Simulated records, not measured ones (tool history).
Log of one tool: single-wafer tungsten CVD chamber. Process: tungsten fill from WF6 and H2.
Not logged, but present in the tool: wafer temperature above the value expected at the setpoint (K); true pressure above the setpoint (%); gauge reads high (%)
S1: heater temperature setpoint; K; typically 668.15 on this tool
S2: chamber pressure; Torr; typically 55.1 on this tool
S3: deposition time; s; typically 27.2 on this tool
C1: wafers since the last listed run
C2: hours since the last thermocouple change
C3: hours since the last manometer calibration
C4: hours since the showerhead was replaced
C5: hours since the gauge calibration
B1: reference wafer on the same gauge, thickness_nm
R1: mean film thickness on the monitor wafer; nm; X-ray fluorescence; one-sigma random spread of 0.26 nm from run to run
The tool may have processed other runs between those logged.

| run | hour | S1 | S2 | S3 | C1 | C2 | C3 | C4 | C5 | B1 | R1 |
|---|---|---|---|---|---|---|---|---|---|---|---|
| 1 | 0 | 668.15 | 58.6 | 27.2 | 0 | 762 | 803.9 | 4078.6 | 229.3 | 103.742 | 93.87 |
| 2 | 67.9 | 668.15 | 58.6 | 27.2 | 980 | 829.9 | 871.8 | 4146.5 | 297.2 | 103.783 | 93.956 |
| 3 | 135.8 | 668.15 | 58.6 | 27.2 | 980 | 897.8 | 939.7 | 4214.4 | 365.1 | 103.736 | 93.075 |
| 4 | 206.5 | 668.15 | 55.1 | 27.2 | 1021 | 968.5 | 1010.4 | 4285.1 | 435.8 | 103.925 | 91.48 |
| 5 | 251.8 | 668.15 | 55.1 | 27.2 | 654 | 1013.8 | 1055.7 | 4330.4 | 481.1 | 103.894 | 91.806 |
| 6 | 294.2 | 668.15 | 55.1 | 27.2 | 612 | 1056.2 | 1098.1 | 4372.8 | 523.5 | 103.761 | 91.688 |
| 7 | 337.8 | 668.15 | 55.1 | 27.2 | 629 | 1099.8 | 1141.7 | 4416.4 | 567.1 | 103.826 | 91.489 |
|  | 358.6 | capacitance manometer re-zeroed and calibrated |
|  | 372.3 | gauge calibrated |
|  | 402.5 | showerhead replaced |
| 8 | 430.1 | 663.15 | 51.3 | 22.5 | 1102 | 1192.1 | 71.5 | 27.6 | 57.8 | 103.654 | 66.271 |
|  | 449.3 | thermocouple changed; heater temperature recalibrated |
| 9 | 463.2 | 668.15 | 58.6 | 27.2 | 362 | 13.9 | 104.6 | 60.7 | 90.9 | 103.75 | 88.893 |
| 10 | 531.6 | 668.15 | 60.3 | 30.7 | 988 | 82.3 | 173 | 129.1 | 159.3 | 103.765 | 100.648 |
|  | 588.6 | thermocouple changed; heater temperature recalibrated, repeated, since the last time left the tool worse |
| 11 | 589.1 | 668.15 | 64.1 | 27.2 | 715 | 0.5 | 230.5 | 186.6 | 216.8 | 103.734 | 101.635 |
| 12 | 636.9 | 653.15 | 61.9 | 24.1 | 690 | 48.3 | 278.3 | 234.4 | 264.6 | 103.806 | 63.333 |
| 13 | 691.2 | 654.15 | 55.1 | 27.2 | 784 | 102.6 | 332.6 | 288.7 | 318.9 | 103.736 | 69.802 |
| 14 | 720.9 | 668.15 | 55.1 | 27.2 | 429 | 132.3 | 362.3 | 318.4 | 348.6 | 103.715 | 95.374 |
| 15 | 770.9 | 662.15 | 64.3 | 22.5 | 722 | 182.3 | 412.3 | 368.4 | 398.6 | 103.813 | 72.767 |

Predict each of these 3 candidate next runs independently; none follows another, all start after run 15:
| A | 771.3 | 673.15 | 55.1 | 27.2 | 5 | 182.7 | 412.7 | 368.8 | 399 | ? | ? |
| B | 771.3 | 668.15 | 62.4 | 25.3 | 5 | 182.7 | 412.7 | 368.8 | 399 | ? | ? |
| C | 771.3 | 659.15 | 55.1 | 27.2 | 5 | 182.7 | 412.7 | 368.8 | 399 | ? | ? |

| run | B1 | R1 |
|---|---|---|
| A | 103.721 | 106.388 |
| B | 103.721 | 92.502 |
| C | 103.721 | 78.38 |
Without the tool's unlogged condition, the same runs would have read:
| run | R1 |
|---|---|
| A | 107.62 |
| B | 93.633 |
| C | 79.391 |
